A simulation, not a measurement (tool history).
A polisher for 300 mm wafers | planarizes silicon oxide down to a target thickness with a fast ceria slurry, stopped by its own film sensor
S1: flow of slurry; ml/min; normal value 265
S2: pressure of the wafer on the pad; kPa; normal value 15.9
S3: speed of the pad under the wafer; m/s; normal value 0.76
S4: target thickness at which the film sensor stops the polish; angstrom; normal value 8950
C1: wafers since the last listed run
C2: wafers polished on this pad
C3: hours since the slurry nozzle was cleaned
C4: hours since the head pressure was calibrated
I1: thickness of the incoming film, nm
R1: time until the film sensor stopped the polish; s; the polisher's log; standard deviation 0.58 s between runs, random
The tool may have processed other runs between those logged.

run,hour,S1,S2,S3,S4,C1,C2,C3,C4,I1,R1
1,0.0,265,15.9,0.76,8950,0,1131,285.9,89.7,1615.4,61.1
2,45.3,265,15.9,0.76,8950,318,1450,331.2,135.0,1635.1,64.0
3,81.3,265,15.9,0.76,8950,253,1703,367.2,171.0,1663.5,67.4
# hour 145.0: worn pad replaced by a new one
4,148.6,265,15.9,0.76,8950,444,25,434.5,238.3,1642.6,61.8
5,178.0,265,15.9,0.76,8950,206,232,463.9,267.7,1639.5,61.7
# hour 189.9: slurry nozzle cleaned
6,242.3,265,15.9,0.76,8950,444,676,52.4,332.0,1628.8,62.0
7,296.7,265,15.9,0.62,8950,382,1059,106.8,386.4,1643.2,79.2
8,355.7,265,15.9,0.62,8950,414,1474,165.8,445.4,1654.5,80.8
9,391.2,265,15.9,0.60,8950,249,1723,201.3,480.9,1609.4,78.0
10,421.7,265,15.9,0.60,8950,214,1938,231.8,511.4,1634.1,82.1
11,451.3,265,15.9,0.76,8950,208,2146,261.4,541.0,1633.8,64.6
# hour 496.4: worn pad replaced by a new one
12,510.2,290,15.9,0.76,8950,385,96,320.3,599.9,1640.2,59.4
13,555.7,265,15.9,0.76,10080,319,416,365.8,645.4,1657.8,53.4
14,606.1,265,20.0,0.76,8950,354,771,416.2,695.8,1635.6,48.6
# hour 628.3: slurry nozzle cleaned
15,651.5,320,15.9,0.76,8950,312,1083,23.2,741.2,1673.8,64.6
16,701.1,265,15.9,0.76,8950,348,1431,72.8,790.8,1628.8,62.8
# hour 861.2: worn pad replaced by a new one
17,873.4,265,19.3,0.56,8950,1183,85,245.1,963.1,1648.0,65.7
18,910.0,265,20.0,0.76,8950,257,343,281.7,999.7,1660.6,47.8
19,935.9,265,17.2,0.76,11430,182,525,307.6,1025.6,1650.8,36.8
20,999.8,290,15.9,0.86,8950,449,974,371.5,1089.5,1626.5,51.3
21,1061.3,265,15.9,0.76,8950,432,1406,433.0,1151.0,1650.5,60.7
# hour 1083.7: slurry nozzle cleaned
22,1123.3,265,17.2,0.76,8950,428,1835,39.6,1213.0,1637.2,54.7
23,1156.1,265,15.9,0.76,8950,230,2066,72.4,1245.8,1658.6,62.4
24,1213.8,265,20.7,0.76,8950,405,2471,130.1,1303.5,1630.7,45.2
# hour 1230.3: worn pad replaced by a new one
# hour 1281.7: head pressure recalibrated
25,1367.4,360,12.4,0.76,8950,1037,949,283.7,85.7,1646.0,80.8
26,1423.6,355,17.2,0.98,10340,395,1344,339.9,141.9,1644.4,37.2
27,1463.8,265,15.9,0.76,8950,282,1627,380.1,182.1,1656.2,66.7
28,1498.8,265,11.0,0.76,6480,246,1873,415.1,217.1,1644.6,128.1
29,1546.1,330,18.6,0.98,8150,332,2205,462.4,264.4,1643.1,47.2
# hour 1570.3: slurry nozzle cleaned
# hour 1582.5: worn pad replaced by a new one
30,1610.7,265,21.4,0.50,7070,418,198,40.4,329.0,1654.1,89.3
31,1693.1,265,15.9,0.60,8950,579,777,122.8,411.4,1644.1,81.2

5 options for the next run, each taken on its own from the tool as it stands now. Forecast them:
A,1693.5,265,15.9,0.76,8950,2,780,123.2,411.8,1621.4,?
B,1693.5,265,15.9,0.90,8950,2,780,123.2,411.8,1621.4,?
C,1693.5,185,15.9,1.02,7430,2,780,123.2,411.8,1621.4,?
D,1693.5,265,20.0,0.62,8950,2,780,123.2,411.8,1621.4,?
E,1693.5,265,15.9,0.98,8950,2,780,123.2,411.8,1621.4,?

run,R1
A,62.2
B,52.5
C,58.9
D,60.4
E,48.2
Take away the tool's hidden state, keep each run's random variation, and the runs would have read:
run,R1
A,59.6
B,50.3
C,56.4
D,57.9
E,46.2
